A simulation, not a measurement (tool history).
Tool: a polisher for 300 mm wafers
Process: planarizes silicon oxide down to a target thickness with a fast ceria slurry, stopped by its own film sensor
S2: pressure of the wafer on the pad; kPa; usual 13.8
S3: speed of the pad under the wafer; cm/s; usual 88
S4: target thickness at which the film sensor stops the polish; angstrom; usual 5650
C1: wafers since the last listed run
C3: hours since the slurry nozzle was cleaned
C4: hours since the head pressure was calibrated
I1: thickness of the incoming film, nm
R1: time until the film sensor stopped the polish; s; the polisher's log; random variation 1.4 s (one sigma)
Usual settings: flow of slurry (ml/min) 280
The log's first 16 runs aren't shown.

{"run": 17, "hour": 393.3, "flow of slurry (ml/min)": 280, "S2": 13.8, "S3": 88, "S4": 5650, "C1": 140, "wafers polished on this pad": 143, "C3": 86.8, "C4": 653.2, "I1": 1456.2, "R1": 106.9}
{"run": 18, "hour": 412.3, "flow of slurry (ml/min)": 280, "S2": 9.7, "S3": 88, "S4": 5650, "C1": 135, "wafers polished on this pad": 279, "C3": 105.8, "C4": 672.2, "I1": 1459.5, "R1": 153.6}
{"run": 19, "hour": 440.1, "flow of slurry (ml/min)": 280, "S2": 17.9, "S3": 112, "S4": 5650, "C1": 198, "wafers polished on this pad": 478, "C3": 133.6, "C4": 700.0, "I1": 1443.9, "R1": 69.6}
{"run": 20, "hour": 467.4, "flow of slurry (ml/min)": 280, "S2": 11.7, "S3": 88, "S4": 7030, "C1": 195, "wafers polished on this pad": 673, "C3": 160.9, "C4": 727.3, "I1": 1431.1, "R1": 105.9}
{"hour": 474.7, "done": "head pressure recalibrated"}
{"run": 21, "hour": 496.6, "flow of slurry (ml/min)": 280, "S2": 13.8, "S3": 88, "S4": 5650, "C1": 194, "wafers polished on this pad": 867, "C3": 190.1, "C4": 21.9, "I1": 1468.8, "R1": 113.2}
{"run": 22, "hour": 527.0, "flow of slurry (ml/min)": 280, "S2": 13.8, "S3": 106, "S4": 5650, "C1": 217, "wafers polished on this pad": 1085, "C3": 220.5, "C4": 52.3, "I1": 1446.1, "R1": 98.9}
{"run": 23, "hour": 562.2, "flow of slurry (ml/min)": 280, "S2": 17.9, "S3": 88, "S4": 5650, "C1": 251, "wafers polished on this pad": 1337, "C3": 255.7, "C4": 87.5, "I1": 1440.1, "R1": 87.7}
{"run": 24, "hour": 585.6, "flow of slurry (ml/min)": 380, "S2": 10.3, "S3": 104, "S4": 3090, "C1": 167, "wafers polished on this pad": 1504, "C3": 279.1, "C4": 110.9, "I1": 1438.4, "R1": 164.8}
{"hour": 612.7, "done": "worn pad replaced by a new one"}
{"run": 25, "hour": 613.2, "flow of slurry (ml/min)": 375, "S2": 9.7, "S3": 60, "S4": 5650, "C1": 168, "wafers polished on this pad": 3, "C3": 306.7, "C4": 138.5, "I1": 1434.4, "R1": 202.0}
{"hour": 619.1, "done": "slurry nozzle cleaned"}
{"run": 26, "hour": 633.6, "flow of slurry (ml/min)": 315, "S2": 13.8, "S3": 88, "S4": 5650, "C1": 138, "wafers polished on this pad": 142, "C3": 14.5, "C4": 158.9, "I1": 1481.3, "R1": 104.0}
{"run": 27, "hour": 649.5, "flow of slurry (ml/min)": 280, "S2": 15.9, "S3": 88, "S4": 6550, "C1": 113, "wafers polished on this pad": 256, "C3": 30.4, "C4": 174.8, "I1": 1437.7, "R1": 79.4}
{"run": 28, "hour": 662.4, "flow of slurry (ml/min)": 235, "S2": 17.2, "S3": 88, "S4": 5650, "C1": 92, "wafers polished on this pad": 348, "C3": 43.3, "C4": 187.7, "I1": 1462.7, "R1": 85.2}
{"run": 29, "hour": 714.4, "flow of slurry (ml/min)": 280, "S2": 17.9, "S3": 116, "S4": 5650, "C1": 371, "wafers polished on this pad": 720, "C3": 95.3, "C4": 239.7, "I1": 1437.2, "R1": 64.7}
{"run": 30, "hour": 748.0, "flow of slurry (ml/min)": 280, "S2": 13.8, "S3": 88, "S4": 5650, "C1": 240, "wafers polished on this pad": 960, "C3": 128.9, "C4": 273.3, "I1": 1461.3, "R1": 105.9}
{"run": 31, "hour": 772.4, "flow of slurry (ml/min)": 280, "S2": 11.0, "S3": 118, "S4": 5650, "C1": 174, "wafers polished on this pad": 1134, "C3": 153.3, "C4": 297.7, "I1": 1446.2, "R1": 106.0}
{"run": 32, "hour": 800.0, "flow of slurry (ml/min)": 280, "S2": 16.5, "S3": 88, "S4": 5650, "C1": 197, "wafers polished on this pad": 1332, "C3": 180.9, "C4": 325.3, "I1": 1432.9, "R1": 86.8}
{"run": 33, "hour": 818.5, "flow of slurry (ml/min)": 280, "S2": 17.2, "S3": 78, "S4": 8440, "C1": 132, "wafers polished on this pad": 1464, "C3": 199.4, "C4": 343.8, "I1": 1434.2, "R1": 63.6}
{"hour": 854.7, "done": "worn pad replaced by a new one"}
{"run": 34, "hour": 855.2, "flow of slurry (ml/min)": 280, "S2": 13.8, "S3": 88, "S4": 5650, "C1": 233, "wafers polished on this pad": 3, "C3": 236.1, "C4": 380.5, "I1": 1479.3, "R1": 113.4}
{"run": 35, "hour": 878.3, "flow of slurry (ml/min)": 280, "S2": 13.8, "S3": 88, "S4": 4060, "C1": 165, "wafers polished on this pad": 169, "C3": 259.2, "C4": 403.6, "I1": 1461.3, "R1": 132.4}
{"run": 36, "hour": 891.3, "flow of slurry (ml/min)": 280, "S2": 9.7, "S3": 108, "S4": 6910, "C1": 92, "wafers polished on this pad": 262, "C3": 272.2, "C4": 416.6, "I1": 1447.0, "R1": 115.7}
{"hour": 894.7, "done": "slurry nozzle cleaned"}
{"run": 37, "hour": 911.5, "flow of slurry (ml/min)": 315, "S2": 13.8, "S3": 98, "S4": 5650, "C1": 137, "wafers polished on this pad": 399, "C3": 16.8, "C4": 436.8, "I1": 1456.7, "R1": 96.6}
{"run": 38, "hour": 943.3, "flow of slurry (ml/min)": 280, "S2": 13.8, "S3": 88, "S4": 8390, "C1": 227, "wafers polished on this pad": 626, "C3": 48.6, "C4": 468.6, "I1": 1425.9, "R1": 69.3}

Forecast each of these 3 alternatives for the next run:
{"run": "A", "hour": 943.8, "flow of slurry (ml/min)": 280, "S2": 13.8, "S3": 88, "S4": 5650, "C1": 3, "wafers polished on this pad": 630, "C3": 49.1, "C4": 469.1, "I1": 1465.9, "R1": "?"}
{"run": "B", "hour": 943.8, "flow of slurry (ml/min)": 370, "S2": 11.7, "S3": 76, "S4": 4710, "C1": 3, "wafers polished on this pad": 630, "C3": 49.1, "C4": 469.1, "I1": 1465.9, "R1": "?"}
{"run": "C", "hour": 943.8, "flow of slurry (ml/min)": 305, "S2": 13.8, "S3": 64, "S4": 4600, "C1": 3, "wafers polished on this pad": 630, "C3": 49.1, "C4": 469.1, "I1": 1465.9, "R1": "?"}

run=A R1=106.0
run=B R1=146.8
run=C R1=143.1
Without the tool's hidden state the same runs would have given:
run=A R1=103.3
run=B R1=144.0
run=C R1=139.8
